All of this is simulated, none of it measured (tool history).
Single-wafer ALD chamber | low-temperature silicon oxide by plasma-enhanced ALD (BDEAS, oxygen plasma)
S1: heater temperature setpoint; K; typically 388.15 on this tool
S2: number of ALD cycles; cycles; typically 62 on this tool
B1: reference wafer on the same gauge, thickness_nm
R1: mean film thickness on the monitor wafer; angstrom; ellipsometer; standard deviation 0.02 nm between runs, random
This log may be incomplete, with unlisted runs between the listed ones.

Run 1, hour 0.0: usual settings; B1 7.410. Result: R1 83.38 angstrom.
Run 2, hour 36.9: usual settings; B1 7.415. Result: R1 82.76 angstrom.
Run 3, hour 79.7: usual settings but S1 379.15 K; B1 7.425. Result: R1 84.74 angstrom.
Run 4, hour 128.3: usual settings; B1 7.433. Result: R1 83.02 angstrom.
Run 5, hour 187.7: usual settings; B1 7.448. Result: R1 83.53 angstrom.
Run 6, hour 253.3: usual settings; B1 7.465. Result: R1 83.76 angstrom.
Run 7, hour 278.6: usual settings; B1 7.466. Result: R1 83.42 angstrom.
Run 8, hour 338.7: usual settings; B1 7.484. Result: R1 83.86 angstrom.
Run 9, hour 363.0: usual settings; B1 7.489. Result: R1 83.93 angstrom.
Run 10, hour 397.2: usual settings; B1 7.497. Result: R1 84.06 angstrom.
Run 11, hour 444.4: usual settings; B1 7.509. Result: R1 84.19 angstrom.
Run 12, hour 481.2: usual settings; B1 7.522. Result: R1 84.27 angstrom.
Run 13, hour 643.0: usual settings; B1 7.263. Result: R1 81.03 angstrom.
Run 14, hour 699.6: usual settings but S1 377.15 K; B1 7.266. Result: R1 83.16 angstrom.
Run 15, hour 751.8: usual settings; B1 7.264. Result: R1 81.39 angstrom.
Run 16, hour 780.8: usual settings but S2 54 cycles; B1 7.264. Result: R1 70.93 angstrom.
Run 17, hour 848.3: usual settings but S1 380.15 K, S2 58 cycles; B1 7.269. Result: R1 77.44 angstrom.
Run 18, hour 891.8: usual settings but S1 399.15 K, S2 53 cycles; B1 7.269. Result: R1 67.75 angstrom.
Run 19, hour 929.8: usual settings but S1 382.15 K, S2 56 cycles; B1 7.277. Result: R1 74.08 angstrom.
Run 20, hour 969.0: usual settings but S1 400.15 K, S2 57 cycles; B1 7.274. Result: R1 73.11 angstrom.
Run 21, hour 996.6: usual settings but S1 392.15 K, S2 55 cycles; B1 7.277. Result: R1 71.74 angstrom.
Run 22, hour 1033.4: usual settings but S1 382.15 K; B1 7.280. Result: R1 82.43 angstrom.
Run 23, hour 1098.0: usual settings but S1 402.15 K, S2 70 cycles; B1 7.289. Result: R1 89.56 angstrom.
Run 24, hour 1130.6: usual settings but S1 396.15 K, S2 73 cycles; B1 7.290. Result: R1 94.03 angstrom.
Run 25, hour 1167.8: usual settings; B1 7.292. Result: R1 81.33 angstrom.
Run 26, hour 1223.7: usual settings but S1 397.15 K, S2 52 cycles; B1 7.296. Result: R1 67.21 angstrom.
Run 27, hour 1284.6: usual settings; B1 7.305. Result: R1 81.89 angstrom.
Run 28, hour 1323.9: usual settings; B1 7.308. Result: R1 81.65 angstrom.

Withheld: 2 entries from between the runs. Position of each, and hidden state at the listed run before versus the listed run after:
In the gap between runs 12 and 13: gauge calibrated (hour 598.5)
  gauge reads high (%): 3.17 -> -0.371
  the result without the hidden state subtracted from the measured one, R1: +2.59 -> -0.31 angstrom
In the gap between runs 21 and 22: thermocouple changed; heater temperature recalibrated (hour 1018.1)
  gauge reads high (%): -0.185 -> -0.149
  the result without the hidden state subtracted from the measured one, R1: -0.13 -> -0.12 angstrom

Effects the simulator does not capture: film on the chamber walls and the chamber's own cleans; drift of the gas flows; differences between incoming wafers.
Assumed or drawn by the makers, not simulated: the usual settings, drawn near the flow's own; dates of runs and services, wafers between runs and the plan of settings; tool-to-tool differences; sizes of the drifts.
